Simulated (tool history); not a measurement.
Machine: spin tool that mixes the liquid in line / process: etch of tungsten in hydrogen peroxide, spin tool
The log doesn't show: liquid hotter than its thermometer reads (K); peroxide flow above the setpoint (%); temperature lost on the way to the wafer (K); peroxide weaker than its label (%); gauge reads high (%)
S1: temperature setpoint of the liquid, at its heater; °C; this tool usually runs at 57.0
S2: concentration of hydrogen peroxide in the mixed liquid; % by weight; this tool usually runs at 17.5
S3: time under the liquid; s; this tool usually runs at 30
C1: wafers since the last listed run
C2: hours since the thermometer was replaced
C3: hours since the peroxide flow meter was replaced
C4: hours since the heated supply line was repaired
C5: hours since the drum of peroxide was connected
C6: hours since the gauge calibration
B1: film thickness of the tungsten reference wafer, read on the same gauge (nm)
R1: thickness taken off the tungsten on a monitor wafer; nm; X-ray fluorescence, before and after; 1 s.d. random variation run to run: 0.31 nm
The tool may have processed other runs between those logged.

Run 1, hour 0.0: usual settings; C1 0; C2 1592.7; C3 1822.8; C4 2380.8; C5 470.7; C6 536.2; B1 40.01. Result: R1 51.18 nm.
At hour 16.5: thermometer replaced.
Run 2, hour 20.9: usual settings; C1 177; C2 4.4; C3 1843.7; C4 2401.7; C5 491.6; C6 557.1; B1 40.01. Result: R1 50.55 nm.
Run 3, hour 43.4: usual settings but S3 20 s; C1 200; C2 26.9; C3 1866.2; C4 2424.2; C5 514.1; C6 579.6; B1 40.00. Result: R1 34.08 nm.
Run 4, hour 78.4: usual settings but S3 20 s; C1 311; C2 61.9; C3 1901.2; C4 2459.2; C5 549.1; C6 614.6; B1 40.01. Result: R1 33.76 nm.
Run 5, hour 92.5: usual settings but S3 40 s; C1 125; C2 76.0; C3 1915.3; C4 2473.3; C5 563.2; C6 628.7; B1 40.00. Result: R1 68.66 nm.
Run 6, hour 118.5: usual settings but S3 40 s; C1 231; C2 102.0; C3 1941.3; C4 2499.3; C5 589.2; C6 654.7; B1 40.01. Result: R1 67.60 nm.
At hour 132.8: heated supply line repaired.
Run 7, hour 139.7: usual settings but S3 40 s; C1 179; C2 123.2; C3 1962.5; C4 6.9; C5 610.4; C6 675.9; B1 40.02. Result: R1 67.90 nm.
Run 8, hour 151.9: usual settings but S1 51.0 °C, S2 13.5 % by weight, S3 40 s; C1 108; C2 135.4; C3 1974.7; C4 19.1; C5 622.6; C6 688.1; B1 39.99. Result: R1 42.01 nm.
Run 9, hour 166.1: usual settings; C1 126; C2 149.6; C3 1988.9; C4 33.3; C5 636.8; C6 702.3; B1 40.00. Result: R1 51.04 nm.
Run 10, hour 188.1: usual settings; C1 195; C2 171.6; C3 2010.9; C4 55.3; C5 658.8; C6 724.3; B1 39.99. Result: R1 50.33 nm.
Run 11, hour 208.7: usual settings but S2 15.5 % by weight; C1 183; C2 192.2; C3 2031.5; C4 75.9; C5 679.4; C6 744.9; B1 40.00. Result: R1 47.84 nm.
Run 12, hour 239.6: usual settings but S1 59.5 °C; C1 275; C2 223.1; C3 2062.4; C4 106.8; C5 710.3; C6 775.8; B1 40.00. Result: R1 58.91 nm.
At hour 271.9: peroxide flow meter replaced.
At hour 272.0: new drum of peroxide connected.
Run 13, hour 272.4: usual settings but S3 35 s; C1 281; C2 255.9; C3 0.5; C4 139.6; C5 0.4; C6 808.6; B1 40.00. Result: R1 59.35 nm.
Run 14, hour 287.4: usual settings; C1 133; C2 270.9; C3 15.5; C4 154.6; C5 15.4; C6 823.6; B1 40.00. Result: R1 50.55 nm.
Run 15, hour 301.9: usual settings but S1 66.0 °C; C1 129; C2 285.4; C3 30.0; C4 169.1; C5 29.9; C6 838.1; B1 39.98. Result: R1 85.96 nm.
Run 16, hour 332.5: usual settings but S3 15 s; C1 272; C2 316.0; C3 60.6; C4 199.7; C5 60.5; C6 868.7; B1 39.98. Result: R1 25.38 nm.
Run 17, hour 363.0: usual settings but S1 65.0 °C, S2 16.0 % by weight; C1 271; C2 346.5; C3 91.1; C4 230.2; C5 91.0; C6 899.2; B1 40.02. Result: R1 76.74 nm.
Run 18, hour 381.3: usual settings but S3 45 s; C1 162; C2 364.8; C3 109.4; C4 248.5; C5 109.3; C6 917.5; B1 39.99. Result: R1 75.98 nm.
At hour 389.4: gauge calibrated.
Run 19, hour 402.5: usual settings; C1 188; C2 386.0; C3 130.6; C4 269.7; C5 130.5; C6 13.1; B1 40.00. Result: R1 51.16 nm.
Run 20, hour 423.5: usual settings; C1 186; C2 407.0; C3 151.6; C4 290.7; C5 151.5; C6 34.1; B1 40.02. Result: R1 50.54 nm.
Run 21, hour 445.3: usual settings but S1 61.0 °C, S2 20.5 % by weight; C1 194; C2 428.8; C3 173.4; C4 312.5; C5 173.3; C6 55.9; B1 40.00. Result: R1 69.09 nm.
Run 22, hour 479.4: usual settings but S1 52.5 °C; C1 303; C2 462.9; C3 207.5; C4 346.6; C5 207.4; C6 90.0; B1 40.00. Result: R1 39.13 nm.
Run 23, hour 514.1: usual settings but S1 49.5 °C, S2 13.5 % by weight, S3 35 s; C1 308; C2 497.6; C3 242.2; C4 381.3; C5 242.1; C6 124.7; B1 40.02. Result: R1 33.19 nm.
Run 24, hour 535.7: usual settings but S3 50 s; C1 192; C2 519.2; C3 263.8; C4 402.9; C5 263.7; C6 146.3; B1 39.99. Result: R1 85.52 nm.
Run 25, hour 548.8: usual settings but S1 53.5 °C, S2 15.0 % by weight, S3 45 s; C1 116; C2 532.3; C3 276.9; C4 416.0; C5 276.8; C6 159.4; B1 40.00. Result: R1 57.02 nm.
Run 26, hour 570.2: usual settings; C1 190; C2 553.7; C3 298.3; C4 437.4; C5 298.2; C6 180.8; B1 40.03. Result: R1 51.25 nm.
Run 27, hour 599.7: usual settings; C1 262; C2 583.2; C3 327.8; C4 466.9; C5 327.7; C6 210.3; B1 39.98. Result: R1 50.96 nm.

What was the tool's hidden state at every run in the log?
liquid hotter than its thermometer reads (K): 0 in every run
peroxide flow above the setpoint (%): 0 in every run
temperature lost on the way to the wafer (K): 0 in every run
peroxide weaker than its label (%): 0 in every run
gauge reads high (%): 0 in every run

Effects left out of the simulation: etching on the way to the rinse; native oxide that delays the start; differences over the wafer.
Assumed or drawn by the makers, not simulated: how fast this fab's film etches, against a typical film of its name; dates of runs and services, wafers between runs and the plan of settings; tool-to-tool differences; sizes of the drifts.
